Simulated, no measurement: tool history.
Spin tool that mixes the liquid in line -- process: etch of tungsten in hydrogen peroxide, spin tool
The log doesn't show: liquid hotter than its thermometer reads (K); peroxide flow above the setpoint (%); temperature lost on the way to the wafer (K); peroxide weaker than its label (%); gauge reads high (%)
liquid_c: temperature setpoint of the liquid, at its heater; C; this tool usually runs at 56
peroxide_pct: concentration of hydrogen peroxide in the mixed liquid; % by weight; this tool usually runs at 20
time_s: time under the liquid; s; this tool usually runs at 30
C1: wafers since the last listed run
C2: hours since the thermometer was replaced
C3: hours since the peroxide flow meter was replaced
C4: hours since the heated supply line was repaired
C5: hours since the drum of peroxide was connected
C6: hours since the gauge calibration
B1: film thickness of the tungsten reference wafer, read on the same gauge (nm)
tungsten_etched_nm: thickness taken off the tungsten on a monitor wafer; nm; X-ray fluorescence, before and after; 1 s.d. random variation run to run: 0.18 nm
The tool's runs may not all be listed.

Run 1, hour 0: usual settings; C1 0; C2 1466.6; C3 750.5; C4 717.8; C5 145.7; C6 1077.7; B1 110.01. Result: tungsten_etched_nm 55.85 nm.
Run 2, hour 36.2: usual settings; C1 485; C2 1502.8; C3 786.7; C4 754; C5 181.9; C6 1113.9; B1 110.03. Result: tungsten_etched_nm 56.38 nm.
Run 3, hour 103.3: usual settings but liquid_c 64 C; C1 899; C2 1569.9; C3 853.8; C4 821.1; C5 249; C6 1181; B1 110.01. Result: tungsten_etched_nm 87.97 nm.
Run 4, hour 155.2: usual settings but liquid_c 63.5 C, peroxide_pct 17.5 % by weight; C1 695; C2 1621.8; C3 905.7; C4 873; C5 300.9; C6 1232.9; B1 110. Result: tungsten_etched_nm 80.07 nm.
At hour 192.8: peroxide flow meter replaced.
Run 5, hour 223.4: usual settings but liquid_c 48.5 C; C1 901; C2 1690; C3 30.6; C4 941.2; C5 369.1; C6 1301.1; B1 110.01. Result: tungsten_etched_nm 35.39 nm.
At hour 343: heated supply line repaired.
Run 6, hour 409.5: usual settings but liquid_c 48.5 C; C1 2481; C2 1876.1; C3 216.7; C4 66.5; C5 555.2; C6 1487.2; B1 109.98. Result: tungsten_etched_nm 35.04 nm.
Run 7, hour 468.9: usual settings but liquid_c 53.5 C, peroxide_pct 21 % by weight; C1 796; C2 1935.5; C3 276.1; C4 125.9; C5 614.6; C6 1546.6; B1 109.96. Result: tungsten_etched_nm 48.67 nm.
Run 8, hour 502.8: usual settings but time_s 15 s; C1 454; C2 1969.4; C3 310; C4 159.8; C5 648.5; C6 1580.5; B1 110. Result: tungsten_etched_nm 27.37 nm.
Run 9, hour 538.7: usual settings but peroxide_pct 25.5 % by weight, time_s 15 s; C1 481; C2 2005.3; C3 345.9; C4 195.7; C5 684.4; C6 1616.4; B1 110.01. Result: tungsten_etched_nm 31.16 nm.
Run 10, hour 604.7: usual settings; C1 884; C2 2071.3; C3 411.9; C4 261.7; C5 750.4; C6 1682.4; B1 109.95. Result: tungsten_etched_nm 54.72 nm.
Run 11, hour 645.7: usual settings but peroxide_pct 18.5 % by weight, time_s 15 s; C1 549; C2 2112.3; C3 452.9; C4 302.7; C5 791.4; C6 1723.4; B1 110.02. Result: tungsten_etched_nm 26.28 nm.
Run 12, hour 701.3: usual settings but liquid_c 48 C, peroxide_pct 22.5 % by weight; C1 745; C2 2167.9; C3 508.5; C4 358.3; C5 847; C6 1779; B1 110. Result: tungsten_etched_nm 35.69 nm.
Run 13, hour 730.7: usual settings but liquid_c 48.5 C, time_s 15 s; C1 394; C2 2197.3; C3 537.9; C4 387.7; C5 876.4; C6 1808.4; B1 110.01. Result: tungsten_etched_nm 17.34 nm.
At hour 772.3: thermometer replaced.
Run 14, hour 801.1: usual settings but liquid_c 49.5 C, peroxide_pct 24.5 % by weight, time_s 45 s; C1 930; C2 28.8; C3 608.3; C4 458.1; C5 946.8; C6 1878.8; B1 110.03. Result: tungsten_etched_nm 60.99 nm.
Run 15, hour 867.5: usual settings; C1 890; C2 95.2; C3 674.7; C4 524.5; C5 1013.2; C6 1945.2; B1 110. Result: tungsten_etched_nm 54.44 nm.
At hour 870.1: new drum of peroxide connected.
At hour 895.6: gauge calibrated.
Run 16, hour 929.9: usual settings but peroxide_pct 22.5 % by weight; C1 823; C2 157.6; C3 737.1; C4 586.9; C5 59.8; C6 34.3; B1 109.99. Result: tungsten_etched_nm 59.86 nm.
Run 17, hour 961.3: usual settings but liquid_c 49.5 C, peroxide_pct 24.5 % by weight, time_s 45 s; C1 421; C2 189; C3 768.5; C4 618.3; C5 91.2; C6 65.7; B1 110. Result: tungsten_etched_nm 62.83 nm.
Run 18, hour 1011.6: usual settings but liquid_c 46 C, peroxide_pct 25.5 % by weight, time_s 40 s; C1 674; C2 239.3; C3 818.8; C4 668.6; C5 141.5; C6 116; B1 109.98. Result: tungsten_etched_nm 45.82 nm.
At hour 1021.2: peroxide flow meter replaced.
Run 19, hour 1067.9: usual settings but peroxide_pct 25.5 % by weight, time_s 20 s; C1 741; C2 295.6; C3 46.7; C4 724.9; C5 197.8; C6 172.3; B1 109.98. Result: tungsten_etched_nm 41.95 nm.
Run 20, hour 1110.9: usual settings but liquid_c 63 C, time_s 20 s; C1 576; C2 338.6; C3 89.7; C4 767.9; C5 240.8; C6 215.3; B1 110.02. Result: tungsten_etched_nm 55.56 nm.
Run 21, hour 1236.9: usual settings but liquid_c 64.5 C, peroxide_pct 25.5 % by weight, time_s 50 s; C1 1689; C2 464.6; C3 215.7; C4 893.9; C5 366.8; C6 341.3; B1 110. Result: tungsten_etched_nm 170.15 nm.
Run 22, hour 1301.6: usual settings but peroxide_pct 15.5 % by weight; C1 867; C2 529.3; C3 280.4; C4 958.6; C5 431.5; C6 406; B1 109.99. Result: tungsten_etched_nm 48.49 nm.
Run 23, hour 1346.9: usual settings but liquid_c 51.5 C, peroxide_pct 16 % by weight; C1 607; C2 574.6; C3 325.7; C4 1003.9; C5 476.8; C6 451.3; B1 110.01. Result: tungsten_etched_nm 37.69 nm.
Run 24, hour 1405.3: usual settings but peroxide_pct 25 % by weight, time_s 15 s; C1 783; C2 633; C3 384.1; C4 1062.3; C5 535.2; C6 509.7; B1 110. Result: tungsten_etched_nm 30.84 nm.
Run 25, hour 1465.6: usual settings; C1 808; C2 693.3; C3 444.4; C4 1122.6; C5 595.5; C6 570; B1 109.99. Result: tungsten_etched_nm 54.76 nm.
Run 26, hour 1504.2: usual settings but liquid_c 59 C, peroxide_pct 23.5 % by weight, time_s 45 s; C1 517; C2 731.9; C3 483; C4 1161.2; C5 634.1; C6 608.6; B1 109.99. Result: tungsten_etched_nm 105.79 nm.
Run 27, hour 1561.6: usual settings but liquid_c 63.5 C, time_s 45 s; C1 769; C2 789.3; C3 540.4; C4 1218.6; C5 691.5; C6 666; B1 110.02. Result: tungsten_etched_nm 125.24 nm.

What if the next run were any one of these 3? Each begins from the tool's condition after run 27:
Run A, hour 1562: usual settings; C1 5; C2 789.7; C3 540.8; C4 1219; C5 691.9; C6 666.4; B1 ?. Result: tungsten_etched_nm ?.
Run B, hour 1562: usual settings but peroxide_pct 16 % by weight; C1 5; C2 789.7; C3 540.8; C4 1219; C5 691.9; C6 666.4; B1 ?. Result: tungsten_etched_nm ?.
Run C, hour 1562: usual settings but liquid_c 52 C, peroxide_pct 16.5 % by weight; C1 5; C2 789.7; C3 540.8; C4 1219; C5 691.9; C6 666.4; B1 ?. Result: tungsten_etched_nm ?.

run      B1  tungsten_etched_nm
  A  110.02               54.48
  B  110.02               48.73
  C  110.02               38.98
The same runs, with their run-to-run variation unchanged, on a tool lacking any hidden condition would have given:
run  tungsten_etched_nm
  A               56.62
  B               50.64
  C               40.51
